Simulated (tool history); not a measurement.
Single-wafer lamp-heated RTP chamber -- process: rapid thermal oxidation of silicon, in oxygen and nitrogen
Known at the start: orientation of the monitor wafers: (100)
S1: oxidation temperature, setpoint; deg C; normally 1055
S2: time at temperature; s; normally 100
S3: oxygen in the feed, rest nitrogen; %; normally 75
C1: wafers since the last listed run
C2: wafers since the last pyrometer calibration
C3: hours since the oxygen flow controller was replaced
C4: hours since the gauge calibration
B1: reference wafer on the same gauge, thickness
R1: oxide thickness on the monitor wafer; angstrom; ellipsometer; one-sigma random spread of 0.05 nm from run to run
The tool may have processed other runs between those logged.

| run | hour | S1 | S2 | S3 | C1 | C2 | C3 | C4 | B1 | R1 |
|---|---|---|---|---|---|---|---|---|---|---|
| 1 | 0.0 | 1055 | 100 | 75 | 0 | 1077 | 2658.4 | 518.6 | 10.199 | 106.08 |
| 2 | 31.9 | 1055 | 100 | 75 | 288 | 1365 | 2690.3 | 550.5 | 10.212 | 107.46 |
| 3 | 81.7 | 1055 | 100 | 75 | 450 | 1815 | 2740.1 | 600.3 | 10.195 | 108.78 |
| 4 | 144.7 | 1065 | 100 | 75 | 569 | 2385 | 2803.1 | 663.3 | 10.217 | 118.22 |
|  | 155.4 | pyrometer window cleaned and pyrometer calibrated |
| 5 | 207.8 | 1065 | 100 | 75 | 498 | 473 | 2866.2 | 726.4 | 10.205 | 112.74 |
| 6 | 262.0 | 1055 | 100 | 75 | 490 | 963 | 2920.4 | 780.6 | 10.217 | 106.60 |
| 7 | 290.2 | 1055 | 100 | 75 | 255 | 1218 | 2948.6 | 808.8 | 10.200 | 106.72 |
| 8 | 345.7 | 1055 | 100 | 75 | 501 | 1720 | 3004.1 | 864.3 | 10.189 | 109.29 |
|  | 382.4 | pyrometer window cleaned and pyrometer calibrated |
| 9 | 389.6 | 1032 | 136 | 75 | 324 | 65 | 3048.0 | 908.2 | 10.220 | 102.54 |
| 10 | 446.4 | 1032 | 136 | 75 | 513 | 579 | 3104.8 | 965.0 | 10.218 | 103.54 |
|  | 460.7 | gauge calibrated |
| 11 | 516.1 | 1032 | 136 | 75 | 630 | 1209 | 3174.5 | 55.4 | 10.205 | 106.46 |
|  | 558.0 | oxygen flow controller replaced |
| 12 | 562.6 | 1055 | 100 | 75 | 348 | 1557 | 4.6 | 101.9 | 10.207 | 108.24 |
| 13 | 597.0 | 1055 | 100 | 75 | 311 | 1868 | 39.0 | 136.3 | 10.218 | 110.77 |
|  | 611.7 | pyrometer window cleaned and pyrometer calibrated |
| 14 | 631.2 | 1055 | 100 | 75 | 236 | 176 | 73.2 | 170.5 | 10.208 | 103.33 |
| 15 | 771.2 | 1044 | 69 | 55 | 1266 | 1442 | 213.2 | 310.5 | 10.195 | 75.57 |
| 16 | 819.2 | 1044 | 78 | 98 | 434 | 1876 | 261.2 | 358.5 | 10.202 | 99.60 |
|  | 841.7 | pyrometer window cleaned and pyrometer calibrated |
| 17 | 855.3 | 1055 | 64 | 98 | 254 | 122 | 297.3 | 394.6 | 10.216 | 93.12 |
| 18 | 924.6 | 1085 | 118 | 75 | 626 | 749 | 366.6 | 463.9 | 10.208 | 139.64 |
| 19 | 957.6 | 1055 | 100 | 75 | 298 | 1047 | 399.6 | 496.9 | 10.193 | 106.99 |
| 20 | 1014.3 | 1055 | 137 | 53 | 512 | 1560 | 456.3 | 553.6 | 10.210 | 110.02 |
| 21 | 1070.9 | 1055 | 100 | 75 | 511 | 2072 | 512.9 | 610.2 | 10.187 | 109.69 |
| 22 | 1101.6 | 1055 | 137 | 53 | 277 | 2350 | 543.6 | 640.9 | 10.189 | 111.77 |
|  | 1133.5 | pyrometer window cleaned and pyrometer calibrated |
| 23 | 1134.0 | 1082 | 128 | 75 | 220 | 4 | 576.0 | 673.3 | 10.212 | 139.51 |
| 24 | 1173.9 | 1033 | 126 | 50 | 360 | 365 | 615.9 | 713.2 | 10.197 | 87.14 |
| 25 | 1230.4 | 1055 | 100 | 89 | 510 | 875 | 672.4 | 769.7 | 10.214 | 112.67 |
| 26 | 1299.8 | 1069 | 58 | 55 | 627 | 1503 | 741.8 | 839.1 | 10.220 | 83.24 |

Branching from run 26: 4 alternative next runs. What would each branch give?
| A | 1300.2 | 1055 | 100 | 75 | 3 | 1507 | 742.2 | 839.5 | ? | ? |
| B | 1300.2 | 1072 | 126 | 75 | 3 | 1507 | 742.2 | 839.5 | ? | ? |
| C | 1300.2 | 1081 | 82 | 62 | 3 | 1507 | 742.2 | 839.5 | ? | ? |
| D | 1300.2 | 1082 | 124 | 62 | 3 | 1507 | 742.2 | 839.5 | ? | ? |

| run | B1 | R1 |
|---|---|---|
| A | 10.203 | 108.32 |
| B | 10.203 | 134.98 |
| C | 10.203 | 109.69 |
| D | 10.203 | 133.39 |
Without the tool's hidden state the same runs would have given:
| run | R1 |
|---|---|
| A | 103.77 |
| B | 129.46 |
| C | 105.29 |
| D | 128.04 |

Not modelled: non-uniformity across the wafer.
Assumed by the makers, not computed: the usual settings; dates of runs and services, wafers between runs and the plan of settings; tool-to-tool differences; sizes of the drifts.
